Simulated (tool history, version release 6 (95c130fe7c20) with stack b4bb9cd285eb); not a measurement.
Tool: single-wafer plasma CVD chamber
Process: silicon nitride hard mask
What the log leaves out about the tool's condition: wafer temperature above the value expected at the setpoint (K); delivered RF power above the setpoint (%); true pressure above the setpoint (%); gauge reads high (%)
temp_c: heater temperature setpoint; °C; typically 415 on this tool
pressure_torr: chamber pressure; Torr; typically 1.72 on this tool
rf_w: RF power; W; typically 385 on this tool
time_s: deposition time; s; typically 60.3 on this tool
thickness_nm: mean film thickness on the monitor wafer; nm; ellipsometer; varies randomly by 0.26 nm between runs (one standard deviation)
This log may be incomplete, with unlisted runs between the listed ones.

| run | hour | temp_c | pressure_torr | rf_w | time_s | wafers since the last listed run | hours since the last thermocouple change | hours since the last RF generator calibration | hours since the last manometer calibration | hours since the showerhead was replaced | hours since the gauge calibration | read-back reference wafer on the same gauge, thickness_nm | thickness_nm |
|---|---|---|---|---|---|---|---|---|---|---|---|---|---|
| 1 | 0 | 415 | 1.49 | 440 | 60.3 | 0 | 1301.6 | 1258.2 | 1919.5 | 3074.3 | 597.7 | 88.393 | 84.017 |
| 2 | 67.3 | 415 | 1.49 | 440 | 60.3 | 1995 | 1368.9 | 1325.5 | 1986.8 | 3141.6 | 665 | 88.241 | 84.554 |
| 3 | 174.3 | 410 | 1.72 | 385 | 60.3 | 3172 | 1475.9 | 1432.5 | 2093.8 | 3248.6 | 772 | 88.222 | 82.783 |
| 4 | 223.1 | 415 | 1.72 | 385 | 56.6 | 1446 | 1524.7 | 1481.3 | 2142.6 | 3297.4 | 820.8 | 88.305 | 77.963 |
|  | 226.5 | gauge calibrated |
| 5 | 291.3 | 415 | 1.72 | 385 | 56.6 | 2022 | 1592.9 | 1549.5 | 2210.8 | 3365.6 | 64.8 | 88.296 | 77.115 |
| 6 | 354.4 | 415 | 1.72 | 385 | 66 | 1870 | 1656 | 1612.6 | 2273.9 | 3428.7 | 127.9 | 88.284 | 89.774 |
| 7 | 418.4 | 424 | 1.72 | 385 | 60.3 | 1897 | 1720 | 1676.6 | 2337.9 | 3492.7 | 191.9 | 88.342 | 81.567 |
|  | 470.2 | thermocouple changed; heater temperature recalibrated |
| 8 | 481.6 | 424 | 1.72 | 385 | 60.3 | 1636 | 11.4 | 1739.8 | 2401.1 | 3555.9 | 255.1 | 88.353 | 81.443 |
| 9 | 519.6 | 419 | 1.72 | 385 | 60.3 | 1126 | 49.4 | 1777.8 | 2439.1 | 3593.9 | 293.1 | 88.355 | 81.912 |
| 10 | 589.9 | 415 | 1.94 | 385 | 51.5 | 2084 | 119.7 | 1848.1 | 2509.4 | 3664.2 | 363.4 | 88.328 | 72.681 |
|  | 623.9 | showerhead replaced |
| 11 | 653.2 | 415 | 1.94 | 385 | 51.5 | 1639 | 183 | 1911.4 | 2572.7 | 29.3 | 426.7 | 88.226 | 72.86 |
| 12 | 696.7 | 415 | 1.53 | 385 | 60.3 | 1289 | 226.5 | 1954.9 | 2616.2 | 72.8 | 470.2 | 88.249 | 77.91 |
| 13 | 765 | 415 | 1.53 | 385 | 60.3 | 2025 | 294.8 | 2023.2 | 2684.5 | 141.1 | 538.5 | 88.223 | 77.818 |
| 14 | 804.4 | 415 | 2.09 | 330 | 60.3 | 1168 | 334.2 | 2062.6 | 2723.9 | 180.5 | 577.9 | 88.431 | 79.79 |
|  | 858.2 | capacitance manometer re-zeroed and calibrated |
| 15 | 868.9 | 415 | 1.72 | 385 | 60.3 | 1675 | 398.7 | 2127.1 | 10.7 | 245 | 642.4 | 88.224 | 83.493 |
| 16 | 897 | 415 | 1.72 | 385 | 60.3 | 833 | 426.8 | 2155.2 | 38.8 | 273.1 | 670.5 | 88.338 | 83.814 |
| 17 | 950.4 | 427 | 1.72 | 365 | 60.3 | 1583 | 480.2 | 2208.6 | 92.2 | 326.5 | 723.9 | 88.382 | 80.223 |
|  | 968.4 | RF generator calibrated |
| 18 | 1002.5 | 415 | 1.72 | 385 | 60.3 | 1307 | 532.3 | 34.1 | 144.3 | 378.6 | 776 | 88.281 | 87.656 |
|  | 1043.3 | gauge calibrated |
| 19 | 1070.8 | 415 | 1.49 | 440 | 60.3 | 2025 | 600.6 | 102.4 | 212.6 | 446.9 | 27.5 | 88.288 | 88.919 |
| 20 | 1112 | 421 | 1.3 | 310 | 68.4 | 1221 | 641.8 | 143.6 | 253.8 | 488.1 | 68.7 | 88.311 | 80 |
| 21 | 1139.3 | 407 | 1.99 | 420 | 55.1 | 809 | 669.1 | 170.9 | 281.1 | 515.4 | 96 | 88.252 | 87.261 |
| 22 | 1168 | 430 | 1.72 | 385 | 63.6 | 850 | 697.8 | 199.6 | 309.8 | 544.1 | 124.7 | 88.399 | 91.118 |
| 23 | 1209.4 | 409 | 1.72 | 360 | 68.9 | 1227 | 739.2 | 241 | 351.2 | 585.5 | 166.1 | 88.331 | 96.491 |
| 24 | 1243.9 | 415 | 1.49 | 440 | 60.3 | 1022 | 773.7 | 275.5 | 385.7 | 620 | 200.6 | 88.374 | 87.967 |
| 25 | 1280.7 | 415 | 1.34 | 460 | 60.3 | 1091 | 810.5 | 312.3 | 422.5 | 656.8 | 237.4 | 88.173 | 86.651 |
| 26 | 1335.2 | 402 | 1.48 | 335 | 55.6 | 1615 | 865 | 366.8 | 477 | 711.3 | 291.9 | 88.311 | 71.231 |
| 27 | 1366.3 | 415 | 1.72 | 425 | 60.3 | 922 | 896.1 | 397.9 | 508.1 | 742.4 | 323 | 88.13 | 90.95 |
| 28 | 1416 | 404 | 1.54 | 385 | 60.3 | 1473 | 945.8 | 447.6 | 557.8 | 792.1 | 372.7 | 88.371 | 83.992 |

Hidden condition of the tool, last listed run before each entry between runs versus first listed run after:
Logged between run 4 and run 5: gauge calibrated (hour 226.5)
  delivered RF power above the setpoint (%): -4.59 -> -4.96; true pressure above the setpoint (%): -8.14 -> -8.19
  what was measured, less what the result would be without the hidden state, thickness_nm: -4.091 -> -4.22 nm
Logged between run 7 and run 8: thermocouple changed; heater temperature recalibrated (hour 470.2)
  delivered RF power above the setpoint (%): -5.69 -> -6.07; true pressure above the setpoint (%): -8.28 -> -8.33
  what was measured, less what the result would be without the hidden state, thickness_nm: -4.822 -> -5.004 nm
Logged between run 10 and run 11: showerhead replaced (hour 623.9)
  delivered RF power above the setpoint (%): -6.76 -> -7.19; true pressure above the setpoint (%): -8.39 -> -8.42
  what was measured, less what the result would be without the hidden state, thickness_nm: -4.7 -> -4.896 nm
Logged between run 14 and run 15: capacitance manometer re-zeroed and calibrated (hour 858.2)
  delivered RF power above the setpoint (%): -8.26 -> -8.74; true pressure above the setpoint (%): -8.5 -> 2.61
  what was measured, less what the result would be without the hidden state, thickness_nm: -5.815 -> -3.184 nm
Logged between run 17 and run 18: RF generator calibrated (hour 968.4)
  delivered RF power above the setpoint (%): -9.37 -> -0.134; true pressure above the setpoint (%): 1.88 -> 1.44
  what was measured, less what the result would be without the hidden state, thickness_nm: -3.534 -> +0.337 nm
Logged between run 18 and run 19: gauge calibrated (hour 1043.3)
  delivered RF power above the setpoint (%): -0.134 -> -0.151; true pressure above the setpoint (%): 1.44 -> 0.912
  what was measured, less what the result would be without the hidden state, thickness_nm: +0.337 -> +0.211 nm

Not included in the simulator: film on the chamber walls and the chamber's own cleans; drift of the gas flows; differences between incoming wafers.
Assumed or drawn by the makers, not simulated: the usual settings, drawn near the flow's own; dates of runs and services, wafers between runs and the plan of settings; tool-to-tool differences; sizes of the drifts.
